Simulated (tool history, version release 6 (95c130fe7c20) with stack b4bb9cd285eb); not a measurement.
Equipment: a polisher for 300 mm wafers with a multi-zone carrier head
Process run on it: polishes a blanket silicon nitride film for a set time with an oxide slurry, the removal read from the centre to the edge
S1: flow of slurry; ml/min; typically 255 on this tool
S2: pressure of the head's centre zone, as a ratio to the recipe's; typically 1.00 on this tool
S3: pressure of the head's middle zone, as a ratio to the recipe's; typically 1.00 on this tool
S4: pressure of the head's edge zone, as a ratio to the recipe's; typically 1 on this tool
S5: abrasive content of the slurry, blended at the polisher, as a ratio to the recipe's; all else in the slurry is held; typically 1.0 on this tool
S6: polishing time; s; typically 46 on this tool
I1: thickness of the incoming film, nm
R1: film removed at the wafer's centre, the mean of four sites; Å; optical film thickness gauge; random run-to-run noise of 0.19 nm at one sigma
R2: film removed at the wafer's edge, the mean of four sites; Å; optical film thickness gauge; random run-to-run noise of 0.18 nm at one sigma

run	day	S1	S2	S3	S4	S5	S6	I1	R1	R2
1	0.000	255	1.00	1.00	1	1.0	46	334.7	233	237
# day 0.004: worn pad replaced by a new one
2	1.908	255	1.00	1.00	1	1.0	46	339.2	232	238
3	4.767	255	1.00	1.00	1	1.0	46	334.9	230	239
4	6.217	255	1.00	0.91	1	1.0	46	344.6	227	240
# day 6.379: edge zone pressure recalibrated
5	7.600	255	1.00	0.91	1	1.0	46	342.7	228	243
# day 9.154: worn pad replaced by a new one
6	9.767	255	1.00	0.91	1	1.0	46	338.5	226	242
# day 13.604: centre zone pressure recalibrated
# day 14.929: slurry nozzle cleaned
7	15.088	255	1.00	1.00	1	1.0	46	337.8	239	238
8	16.496	255	1.00	1.00	1	1.0	46	342.4	239	244

What does the tool deliver on the next run?
# day 17.900: worn pad replaced by a new one
9	18.992	230	0.93	1.09	1	0.8	46	337.4	?	?

Run 9 yielded R1 196 Å, R2 207 Å.
Were there no unlogged condition in the tool, this run, its random variation unchanged, would have produced R1 197 Å, R2 207 Å.
